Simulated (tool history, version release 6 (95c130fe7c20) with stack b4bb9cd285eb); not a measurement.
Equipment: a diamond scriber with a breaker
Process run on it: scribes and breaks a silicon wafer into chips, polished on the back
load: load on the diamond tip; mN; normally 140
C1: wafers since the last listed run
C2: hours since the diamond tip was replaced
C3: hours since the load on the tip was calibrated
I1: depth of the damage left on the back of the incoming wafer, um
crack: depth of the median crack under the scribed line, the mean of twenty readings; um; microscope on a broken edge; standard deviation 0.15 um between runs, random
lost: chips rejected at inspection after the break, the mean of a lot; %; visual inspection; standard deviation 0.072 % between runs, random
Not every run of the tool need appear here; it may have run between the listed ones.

{"run": 1, "hour": 0.0, "load": 128, "C1": 0, "C2": 761.3, "C3": 1118.2, "I1": 0.02, "crack": 11.22, "lost": 5.73}
{"run": 2, "hour": 16.6, "load": 140, "C1": 44, "C2": 777.9, "C3": 1134.8, "I1": 0.01, "crack": 11.85, "lost": 2.65}
{"run": 3, "hour": 25.8, "load": 120, "C1": 24, "C2": 787.1, "C3": 1144, "I1": 0.02, "crack": 11, "lost": 7.33}
{"run": 4, "hour": 40.5, "load": 120, "C1": 39, "C2": 801.8, "C3": 1158.7, "I1": 0.01, "crack": 10.97, "lost": 6.53}
{"run": 5, "hour": 54.8, "load": 140, "C1": 38, "C2": 816.1, "C3": 1173, "I1": 0.01, "crack": 11.84, "lost": 3.57}
{"run": 6, "hour": 65.3, "load": 140, "C1": 27, "C2": 826.6, "C3": 1183.5, "I1": 0.02, "crack": 12.09, "lost": 3.6}
{"run": 7, "hour": 74.7, "load": 140, "C1": 25, "C2": 836, "C3": 1192.9, "I1": 0.04, "crack": 11.62, "lost": 3.19}
{"run": 8, "hour": 88.5, "load": 140, "C1": 36, "C2": 849.8, "C3": 1206.7, "I1": 0.04, "crack": 11.77, "lost": 3.81}
{"run": 9, "hour": 96.1, "load": 140, "C1": 20, "C2": 857.4, "C3": 1214.3, "I1": 0.02, "crack": 11.77, "lost": 3.16}
{"run": 10, "hour": 106.8, "load": 140, "C1": 28, "C2": 868.1, "C3": 1225, "I1": 0.04, "crack": 11.68, "lost": 3.09}
{"run": 11, "hour": 117.6, "load": 140, "C1": 28, "C2": 878.9, "C3": 1235.8, "I1": 0.04, "crack": 11.69, "lost": 3.03}
{"run": 12, "hour": 130.5, "load": 140, "C1": 34, "C2": 891.8, "C3": 1248.7, "I1": 0.01, "crack": 11.67, "lost": 4.45}
{"run": 13, "hour": 145.5, "load": 140, "C1": 39, "C2": 906.8, "C3": 1263.7, "I1": 0.01, "crack": 11.65, "lost": 3.48}
{"run": 14, "hour": 151.9, "load": 140, "C1": 17, "C2": 913.2, "C3": 1270.1, "I1": 0.03, "crack": 11.61, "lost": 3.86}
{"run": 15, "hour": 165.4, "load": 140, "C1": 35, "C2": 926.7, "C3": 1283.6, "I1": 0.02, "crack": 11.64, "lost": 3.86}
{"hour": 170.5, "done": "diamond tip replaced by a new one"}
{"hour": 188.5, "done": "load on the tip recalibrated"}
{"run": 16, "hour": 213.2, "load": 140, "C1": 116, "C2": 42.7, "C3": 24.7, "I1": 0.04, "crack": 10.05, "lost": 14.25}
{"run": 17, "hour": 223.6, "load": 173, "C1": 27, "C2": 53.1, "C3": 35.1, "I1": 0.04, "crack": 11.19, "lost": 5.19}
{"hour": 231.3, "done": "diamond tip replaced by a new one, repeated, since the last time left the tool worse"}
{"run": 18, "hour": 231.8, "load": 116, "C1": 16, "C2": 0.5, "C3": 43.3, "I1": 0.02, "crack": 11.67, "lost": 3.34}
{"run": 19, "hour": 247.0, "load": 156, "C1": 40, "C2": 15.7, "C3": 58.5, "I1": 0.02, "crack": 13.79, "lost": 1.17}
{"run": 20, "hour": 260.6, "load": 114, "C1": 36, "C2": 29.3, "C3": 72.1, "I1": 0.04, "crack": 11.71, "lost": 3.92}
{"run": 21, "hour": 270.5, "load": 140, "C1": 26, "C2": 39.2, "C3": 82, "I1": 0.04, "crack": 12.99, "lost": 1.02}
{"run": 22, "hour": 288.1, "load": 171, "C1": 46, "C2": 56.8, "C3": 99.6, "I1": 0.02, "crack": 14.29, "lost": 2.53}
{"run": 23, "hour": 304.2, "load": 140, "C1": 42, "C2": 72.9, "C3": 115.7, "I1": 0.05, "crack": 12.79, "lost": 1.14}
{"run": 24, "hour": 338.7, "load": 179, "C1": 91, "C2": 107.4, "C3": 150.2, "I1": 0.02, "crack": 14.33, "lost": 2.67}
{"run": 25, "hour": 347.1, "load": 173, "C1": 22, "C2": 115.8, "C3": 158.6, "I1": 0.02, "crack": 13.85, "lost": 2.45}
{"run": 26, "hour": 359.7, "load": 103, "C1": 33, "C2": 128.4, "C3": 171.2, "I1": 0.02, "crack": 11.01, "lost": 7.7}
{"run": 27, "hour": 369.9, "load": 169, "C1": 27, "C2": 138.6, "C3": 181.4, "I1": 0.02, "crack": 13.67, "lost": 1.82}
{"run": 28, "hour": 378.8, "load": 118, "C1": 23, "C2": 147.5, "C3": 190.3, "I1": 0.01, "crack": 11.65, "lost": 3.93}
{"run": 29, "hour": 392.5, "load": 151, "C1": 36, "C2": 161.2, "C3": 204, "I1": 0.01, "crack": 13.18, "lost": 0.82}
{"run": 30, "hour": 400.1, "load": 140, "C1": 20, "C2": 168.8, "C3": 211.6, "I1": 0.03, "crack": 12.42, "lost": 1.17}
{"run": 31, "hour": 408.7, "load": 101, "C1": 22, "C2": 177.4, "C3": 220.2, "I1": 0.02, "crack": 10.81, "lost": 8.94}
{"run": 32, "hour": 420.5, "load": 176, "C1": 31, "C2": 189.2, "C3": 232, "I1": 0.04, "crack": 14.37, "lost": 2.41}
{"run": 33, "hour": 435.6, "load": 98, "C1": 40, "C2": 204.3, "C3": 247.1, "I1": 0.01, "crack": 10.49, "lost": 10.81}
{"run": 34, "hour": 446.8, "load": 153, "C1": 29, "C2": 215.5, "C3": 258.3, "I1": 0.05, "crack": 13.2, "lost": 0.88}
{"run": 35, "hour": 460.1, "load": 129, "C1": 35, "C2": 228.8, "C3": 271.6, "I1": 0.03, "crack": 12.1, "lost": 2.5}
{"run": 36, "hour": 476.3, "load": 117, "C1": 43, "C2": 245, "C3": 287.8, "I1": 0.04, "crack": 11.43, "lost": 4.35}

3 ways to go on from here, each from the tool as it stands after run 36. What would each give?
{"run": "A", "hour": 476.9, "load": 181, "C1": 1, "C2": 245.6, "C3": 288.4, "I1": 0.02, "crack": "?", "lost": "?"}
{"run": "B", "hour": 476.9, "load": 124, "C1": 1, "C2": 245.6, "C3": 288.4, "I1": 0.02, "crack": "?", "lost": "?"}
{"run": "C", "hour": 476.9, "load": 157, "C1": 1, "C2": 245.6, "C3": 288.4, "I1": 0.02, "crack": "?", "lost": "?"}

run=A crack=14.34 lost=2.63
run=B crack=11.81 lost=3.22
run=C crack=13.31 lost=0.95
With no hidden state in the tool, these same runs would have given:
run=A crack=14.99 lost=4.68
run=B crack=12.34 lost=1.69
run=C crack=13.9 lost=1.64
